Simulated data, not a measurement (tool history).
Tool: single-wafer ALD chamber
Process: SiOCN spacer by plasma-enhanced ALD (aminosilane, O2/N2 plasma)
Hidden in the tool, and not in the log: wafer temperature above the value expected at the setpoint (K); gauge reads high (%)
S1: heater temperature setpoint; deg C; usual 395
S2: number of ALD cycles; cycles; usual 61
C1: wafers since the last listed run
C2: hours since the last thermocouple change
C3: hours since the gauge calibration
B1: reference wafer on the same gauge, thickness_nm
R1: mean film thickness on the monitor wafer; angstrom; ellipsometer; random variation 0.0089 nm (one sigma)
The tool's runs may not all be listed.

{"run": 1, "hour": 0.0, "S1": 395, "S2": 61, "C1": 0, "C2": 603.0, "C3": 879.7, "B1": 3.215, "R1": 36.32}
{"run": 2, "hour": 79.9, "S1": 399, "S2": 68, "C1": 294, "C2": 682.9, "C3": 959.6, "B1": 3.216, "R1": 40.83}
{"run": 3, "hour": 156.3, "S1": 395, "S2": 61, "C1": 281, "C2": 759.3, "C3": 1036.0, "B1": 3.217, "R1": 36.53}
{"run": 4, "hour": 209.5, "S1": 395, "S2": 57, "C1": 195, "C2": 812.5, "C3": 1089.2, "B1": 3.216, "R1": 34.18}
{"run": 5, "hour": 297.7, "S1": 395, "S2": 57, "C1": 324, "C2": 900.7, "C3": 1177.4, "B1": 3.217, "R1": 34.28}
{"run": 6, "hour": 405.0, "S1": 395, "S2": 52, "C1": 394, "C2": 1008.0, "C3": 1284.7, "B1": 3.222, "R1": 31.31}
{"run": 7, "hour": 482.0, "S1": 395, "S2": 52, "C1": 283, "C2": 1085.0, "C3": 1361.7, "B1": 3.225, "R1": 31.17}
{"run": 8, "hour": 533.5, "S1": 395, "S2": 52, "C1": 189, "C2": 1136.5, "C3": 1413.2, "B1": 3.219, "R1": 31.14}
{"run": 9, "hour": 630.3, "S1": 395, "S2": 61, "C1": 356, "C2": 1233.3, "C3": 1510.0, "B1": 3.223, "R1": 36.74}
{"run": 10, "hour": 668.0, "S1": 395, "S2": 53, "C1": 138, "C2": 1271.0, "C3": 1547.7, "B1": 3.225, "R1": 31.85}
{"run": 11, "hour": 732.2, "S1": 395, "S2": 53, "C1": 236, "C2": 1335.2, "C3": 1611.9, "B1": 3.221, "R1": 31.66}
{"hour": 792.8, "done": "gauge calibrated"}
{"hour": 807.7, "done": "thermocouple changed; heater temperature recalibrated"}
{"run": 12, "hour": 808.2, "S1": 395, "S2": 53, "C1": 250, "C2": 0.5, "C3": 15.4, "B1": 3.165, "R1": 31.16}
{"run": 13, "hour": 859.3, "S1": 395, "S2": 61, "C1": 188, "C2": 51.6, "C3": 66.5, "B1": 3.17, "R1": 36.08}
{"run": 14, "hour": 905.8, "S1": 395, "S2": 61, "C1": 171, "C2": 98.1, "C3": 113.0, "B1": 3.18, "R1": 36.01}
{"run": 15, "hour": 963.0, "S1": 395, "S2": 61, "C1": 210, "C2": 155.3, "C3": 170.2, "B1": 3.185, "R1": 36.04}
{"run": 16, "hour": 1068.9, "S1": 395, "S2": 61, "C1": 389, "C2": 261.2, "C3": 276.1, "B1": 3.196, "R1": 36.28}
{"run": 17, "hour": 1129.1, "S1": 399, "S2": 68, "C1": 221, "C2": 321.4, "C3": 336.3, "B1": 3.201, "R1": 40.61}
{"run": 18, "hour": 1418.1, "S1": 403, "S2": 61, "C1": 1063, "C2": 610.4, "C3": 625.3, "B1": 3.224, "R1": 36.28}
{"run": 19, "hour": 1509.4, "S1": 403, "S2": 50, "C1": 336, "C2": 701.7, "C3": 716.6, "B1": 3.224, "R1": 29.65}
{"run": 20, "hour": 1560.5, "S1": 395, "S2": 50, "C1": 188, "C2": 752.8, "C3": 767.7, "B1": 3.228, "R1": 29.95}
{"run": 21, "hour": 1662.7, "S1": 384, "S2": 71, "C1": 376, "C2": 855.0, "C3": 869.9, "B1": 3.231, "R1": 42.7}
{"run": 22, "hour": 1704.1, "S1": 404, "S2": 50, "C1": 152, "C2": 896.4, "C3": 911.3, "B1": 3.231, "R1": 29.74}
{"run": 23, "hour": 1744.4, "S1": 406, "S2": 61, "C1": 148, "C2": 936.7, "C3": 951.6, "B1": 3.234, "R1": 36.09}
{"run": 24, "hour": 1780.8, "S1": 387, "S2": 50, "C1": 133, "C2": 973.1, "C3": 988.0, "B1": 3.235, "R1": 30.25}
{"run": 25, "hour": 1950.0, "S1": 381, "S2": 67, "C1": 622, "C2": 1142.3, "C3": 1157.2, "B1": 3.235, "R1": 40.51}
{"run": 26, "hour": 2019.9, "S1": 395, "S2": 61, "C1": 257, "C2": 1212.2, "C3": 1227.1, "B1": 3.241, "R1": 36.8}
{"run": 27, "hour": 2091.8, "S1": 383, "S2": 49, "C1": 264, "C2": 1284.1, "C3": 1299.0, "B1": 3.237, "R1": 29.43}
{"run": 28, "hour": 2147.5, "S1": 386, "S2": 56, "C1": 205, "C2": 1339.8, "C3": 1354.7, "B1": 3.238, "R1": 33.8}
{"run": 29, "hour": 2190.3, "S1": 395, "S2": 70, "C1": 157, "C2": 1382.6, "C3": 1397.5, "B1": 3.238, "R1": 42.23}

What the log doesn't show, run by run:
wafer temperature above the value expected at the setpoint (K): 0 in every run
H1: gauge reads high (%)
run=1 H1=1.99
run=2 H1=2.05
run=3 H1=2.11
run=4 H1=2.14
run=5 H1=2.18
run=6 H1=2.23
run=7 H1=2.26
run=8 H1=2.27
run=9 H1=2.3
run=10 H1=2.31
run=11 H1=2.32
run=12 H1=0.445
run=13 H1=0.699
run=14 H1=0.908
run=15 H1=1.14
run=16 H1=1.5
run=17 H1=1.67
run=18 H1=2.26
run=19 H1=2.39
run=20 H1=2.45
run=21 H1=2.55
run=22 H1=2.58
run=23 H1=2.62
run=24 H1=2.64
run=25 H1=2.74
run=26 H1=2.78
run=27 H1=2.81
run=28 H1=2.83
run=29 H1=2.84
